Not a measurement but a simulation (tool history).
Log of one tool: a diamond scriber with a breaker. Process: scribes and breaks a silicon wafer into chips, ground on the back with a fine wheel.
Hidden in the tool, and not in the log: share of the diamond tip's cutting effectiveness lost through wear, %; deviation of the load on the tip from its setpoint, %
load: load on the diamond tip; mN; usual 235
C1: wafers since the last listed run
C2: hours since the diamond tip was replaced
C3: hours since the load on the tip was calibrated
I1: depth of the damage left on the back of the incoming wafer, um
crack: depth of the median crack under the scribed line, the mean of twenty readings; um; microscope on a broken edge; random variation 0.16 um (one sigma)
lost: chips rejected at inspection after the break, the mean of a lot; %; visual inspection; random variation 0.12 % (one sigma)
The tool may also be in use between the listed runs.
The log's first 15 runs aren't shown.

Run 16, hour 1138.4: usual settings but load 196 mN; C1 67; C2 200.1; C3 336.6; I1 1.60. Result: crack 8.65 um, lost 2.13 %.
Run 17, hour 1207.3: usual settings; C1 90; C2 269.0; C3 405.5; I1 2.32. Result: crack 9.32 um, lost 2.69 %.
Run 18, hour 1307.1: usual settings but load 200 mN; C1 131; C2 368.8; C3 505.3; I1 2.10. Result: crack 8.79 um, lost 2.78 %.
At hour 1418.4: load on the tip recalibrated.
At hour 1438.9: diamond tip replaced by a new one.
Run 19, hour 1600.3: usual settings; C1 381; C2 161.4; C3 181.9; I1 2.47. Result: crack 9.20 um, lost 2.97 %.
Run 20, hour 1642.5: usual settings but load 282 mN; C1 55; C2 203.6; C3 224.1; I1 1.86. Result: crack 10.04 um, lost 2.66 %.
Run 21, hour 1682.4: usual settings but load 280 mN; C1 52; C2 243.5; C3 264.0; I1 2.32. Result: crack 9.97 um, lost 3.12 %.
Run 22, hour 1742.7: usual settings but load 277 mN; C1 79; C2 303.8; C3 324.3; I1 1.71. Result: crack 10.10 um, lost 2.23 %.
Run 23, hour 1791.7: usual settings; C1 64; C2 352.8; C3 373.3; I1 2.06. Result: crack 9.36 um, lost 2.31 %.
Run 24, hour 1855.1: usual settings; C1 83; C2 416.2; C3 436.7; I1 1.58. Result: crack 9.11 um, lost 1.56 %.
At hour 1903.4: diamond tip replaced by a new one.
Run 25, hour 1930.4: usual settings but load 298 mN; C1 96; C2 27.0; C3 512.0; I1 2.94. Result: crack 10.47 um, lost 5.04 %.
At hour 1963.0: load on the tip recalibrated.
Run 26, hour 2045.6: usual settings but load 195 mN; C1 149; C2 142.2; C3 82.6; I1 2.09. Result: crack 8.50 um, lost 2.81 %.
Run 27, hour 2135.9: usual settings but load 171 mN; C1 118; C2 232.5; C3 172.9; I1 2.45. Result: crack 7.91 um, lost 5.15 %.
Run 28, hour 2201.5: usual settings; C1 86; C2 298.1; C3 238.5; I1 1.73. Result: crack 9.62 um, lost 1.81 %.
Run 29, hour 2287.5: usual settings but load 303 mN; C1 113; C2 384.1; C3 324.5; I1 1.88. Result: crack 10.37 um, lost 3.51 %.
Run 30, hour 2383.4: usual settings but load 275 mN; C1 126; C2 480.0; C3 420.4; I1 1.93. Result: crack 9.91 um, lost 2.82 %.

4 ways to go on from here, each from the tool as it stands after run 30. What would each give?
Run A, hour 2384.1: usual settings; C1 0; C2 480.7; C3 421.1; I1 2.15. Result: crack ?, lost ?.
Run B, hour 2384.1: usual settings but load 300 mN; C1 0; C2 480.7; C3 421.1; I1 2.15. Result: crack ?, lost ?.
Run C, hour 2384.1: usual settings but load 194 mN; C1 0; C2 480.7; C3 421.1; I1 2.15. Result: crack ?, lost ?.
Run D, hour 2384.1: usual settings but load 181 mN; C1 0; C2 480.7; C3 421.1; I1 2.15. Result: crack ?, lost ?.

run  crack  lost
  A   9.38  2.09
  B  10.51  3.33
  C   8.62  2.65
  D   8.38  3.14
Without the tool's hidden state the same runs would have given:
run  crack  lost
  A   9.19  2.11
  B  10.30  2.95
  C   8.45  2.98
  D   8.21  3.56
